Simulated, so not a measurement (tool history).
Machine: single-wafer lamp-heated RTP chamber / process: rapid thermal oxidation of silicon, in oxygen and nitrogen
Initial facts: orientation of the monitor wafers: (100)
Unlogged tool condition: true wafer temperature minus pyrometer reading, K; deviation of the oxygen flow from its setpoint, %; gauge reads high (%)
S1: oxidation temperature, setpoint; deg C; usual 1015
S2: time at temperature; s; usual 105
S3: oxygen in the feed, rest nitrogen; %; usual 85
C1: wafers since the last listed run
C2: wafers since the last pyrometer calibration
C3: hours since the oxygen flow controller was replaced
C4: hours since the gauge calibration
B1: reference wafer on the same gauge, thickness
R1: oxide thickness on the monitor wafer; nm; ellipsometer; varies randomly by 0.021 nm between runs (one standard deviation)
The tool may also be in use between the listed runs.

Run 1, day 0: usual settings but S3 98 %; C1 0; C2 1276; C3 4305.4; C4 421.7; B1 6.98. Result: R1 9.075 nm.
Run 2, day 1.183: usual settings; C1 137; C2 1413; C3 4333.8; C4 450.1; B1 6.979. Result: R1 8.605 nm.
Run 3, day 1.833: usual settings; C1 75; C2 1489; C3 4349.4; C4 465.7; B1 6.987. Result: R1 8.554 nm.
At day 2.2: pyrometer window cleaned and pyrometer calibrated.
Run 4, day 2.858: usual settings; C1 80; C2 76; C3 4374; C4 490.3; B1 6.978. Result: R1 8.594 nm.
Run 5, day 4.283: usual settings; C1 165; C2 242; C3 4408.2; C4 524.5; B1 6.983. Result: R1 8.576 nm.
Run 6, day 5.517: usual settings; C1 143; C2 385; C3 4437.8; C4 554.1; B1 6.981. Result: R1 8.614 nm.
At day 6.483: oxygen flow controller replaced.
Run 7, day 6.558: usual settings; C1 82; C2 467; C3 1.8; C4 579.1; B1 6.979. Result: R1 8.602 nm.
Run 8, day 7.512: usual settings; C1 110; C2 578; C3 24.7; C4 602; B1 6.986. Result: R1 8.615 nm.
Run 9, day 8.838: usual settings; C1 153; C2 732; C3 56.5; C4 633.8; B1 6.977. Result: R1 8.595 nm.
Run 10, day 9.392: usual settings but S2 131 s; C1 64; C2 796; C3 69.8; C4 647.1; B1 6.981. Result: R1 9.515 nm.
Run 11, day 11.142: usual settings; C1 203; C2 999; C3 111.8; C4 689.1; B1 6.981. Result: R1 8.545 nm.
Run 12, day 12.596: usual settings; C1 168; C2 1168; C3 146.7; C4 724; B1 6.977. Result: R1 8.598 nm.
Run 13, day 13.525: usual settings; C1 107; C2 1276; C3 169; C4 746.3; B1 6.975. Result: R1 8.577 nm.
Run 14, day 14.204: usual settings; C1 78; C2 1355; C3 185.3; C4 762.6; B1 6.973. Result: R1 8.597 nm.
Run 15, day 15.1: usual settings; C1 104; C2 1459; C3 206.8; C4 784.1; B1 6.979. Result: R1 8.596 nm.
Run 16, day 16.421: usual settings; C1 153; C2 1612; C3 238.5; C4 815.8; B1 6.985. Result: R1 8.583 nm.
Run 17, day 17.696: usual settings but S1 1005 deg C, S2 133 s; C1 148; C2 1760; C3 269.1; C4 846.4; B1 6.984. Result: R1 8.908 nm.
At day 17.792: gauge calibrated.
At day 18.817: pyrometer window cleaned and pyrometer calibrated.
Run 18, day 18.975: usual settings but S3 72 %; C1 109; C2 18; C3 299.8; C4 28.4; B1 6.976. Result: R1 8.076 nm.
Run 19, day 20.029: usual settings but S1 1042 deg C; C1 122; C2 140; C3 325.1; C4 53.7; B1 6.981. Result: R1 10.379 nm.
Run 20, day 20.825: usual settings but S2 78 s, S3 76 %; C1 92; C2 233; C3 344.2; C4 72.8; B1 6.982. Result: R1 7.213 nm.
Run 21, day 21.892: usual settings but S1 1005 deg C, S2 54 s; C1 123; C2 357; C3 369.8; C4 98.4; B1 6.988. Result: R1 5.966 nm.
Run 22, day 23.296: usual settings but S1 1005 deg C, S2 54 s; C1 163; C2 520; C3 403.5; C4 132.1; B1 6.979. Result: R1 5.945 nm.
Run 23, day 24.354: usual settings; C1 122; C2 643; C3 428.9; C4 157.5; B1 6.979. Result: R1 8.59 nm.
Run 24, day 24.862: usual settings but S1 1033 deg C, S2 127 s, S3 67 %; C1 59; C2 702; C3 441.1; C4 169.7; B1 6.979. Result: R1 9.813 nm.
Run 25, day 26.296: usual settings but S1 997 deg C; C1 166; C2 868; C3 475.5; C4 204.1; B1 6.982. Result: R1 7.502 nm.
Run 26, day 27.221: usual settings but S1 1001 deg C, S2 81 s; C1 107; C2 975; C3 497.7; C4 226.3; B1 6.979. Result: R1 6.889 nm.
Run 27, day 27.762: usual settings but S1 1042 deg C, S2 73 s, S3 98 %; C1 62; C2 1038; C3 510.7; C4 239.3; B1 6.982. Result: R1 9.279 nm.
Run 28, day 29.233: usual settings; C1 170; C2 1209; C3 546; C4 274.6; B1 6.981. Result: R1 8.606 nm.
Run 29, day 29.879: usual settings but S3 65 %; C1 74; C2 1284; C3 561.5; C4 290.1; B1 6.98. Result: R1 7.794 nm.
Run 30, day 30.583: usual settings but S1 1007 deg C, S3 98 %; C1 81; C2 1366; C3 578.4; C4 307; B1 6.98. Result: R1 8.522 nm.
Run 31, day 31.604: usual settings but S1 1026 deg C, S2 149 s, S3 62 %; C1 118; C2 1484; C3 602.9; C4 331.5; B1 6.982. Result: R1 9.764 nm.
Run 32, day 32.867: usual settings but S1 991 deg C, S2 157 s; C1 146; C2 1631; C3 633.2; C4 361.8; B1 6.982. Result: R1 8.675 nm.
At day 33.575: pyrometer window cleaned and pyrometer calibrated.
Run 33, day 34.217: usual settings but S1 1038 deg C, S3 98 %; C1 118; C2 74; C3 665.6; C4 394.2; B1 6.98. Result: R1 10.657 nm.
Run 34, day 35: usual settings; C1 90; C2 165; C3 684.4; C4 413; B1 6.986. Result: R1 8.569 nm.
Run 35, day 35.679: usual settings but S3 65 %; C1 78; C2 244; C3 700.7; C4 429.3; B1 6.985. Result: R1 7.805 nm.
Run 36, day 36.504: usual settings; C1 95; C2 340; C3 720.5; C4 449.1; B1 6.98. Result: R1 8.579 nm.
Run 37, day 37.258: usual settings but S2 150 s, S3 61 %; C1 87; C2 427; C3 738.6; C4 467.2; B1 6.981. Result: R1 8.967 nm.

Run-by-run hidden state of the tool:
true wafer temperature minus pyrometer reading, K: 0 in every run
deviation of the oxygen flow from its setpoint, %: 0 in every run
gauge reads high (%): 0 in every run
